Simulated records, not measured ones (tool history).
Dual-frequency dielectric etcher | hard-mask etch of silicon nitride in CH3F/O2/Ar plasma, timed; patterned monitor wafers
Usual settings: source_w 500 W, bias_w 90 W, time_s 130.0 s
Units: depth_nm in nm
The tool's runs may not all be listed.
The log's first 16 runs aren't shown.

run	hour	source_w	bias_w	time_s	read-back reference wafer on the same gauge, depth_nm	depth_nm
17	1134.0	500	90	119.0	101.4	94.3
18	1175.3	440	101	130.0	101.5	98.7
19	1238.4	500	76	119.0	101.7	90.2
# hour 1292.6: wet clean of the chamber
20	1293.1	540	78	155.5	101.8	124.9
21	1347.2	500	90	130.0	101.9	103.4
22	1410.0	580	69	146.0	102.1	118.1
23	1450.8	500	106	130.0	102.2	108.7
24	1558.2	500	97	130.0	102.6	106.8
25	1632.1	500	84	155.5	102.8	122.7
26	1722.0	500	98	120.5	102.8	100.3
# hour 1786.4: wet clean of the chamber
27	1786.9	500	90	111.0	103.0	89.3
28	1812.4	500	90	152.0	103.1	122.8
29	1859.1	500	107	130.0	103.2	110.5
30	1900.5	500	90	130.0	103.3	105.0

Forecast each of these 4 alternatives for the next run:
A	1901.0	500	90	130.0	?	?
B	1901.0	500	74	130.0	?	?
C	1901.0	440	104	97.0	?	?
D	1901.0	420	69	94.0	?	?

run	read-back reference wafer on the same gauge, depth_nm	depth_nm
A	103.3	106.1
B	103.3	100.6
C	103.3	76.6
D	103.3	64.2
Without the tool's hidden state the same runs would have given:
run	depth_nm
A	103.8
B	98.4
C	74.9
D	62.8
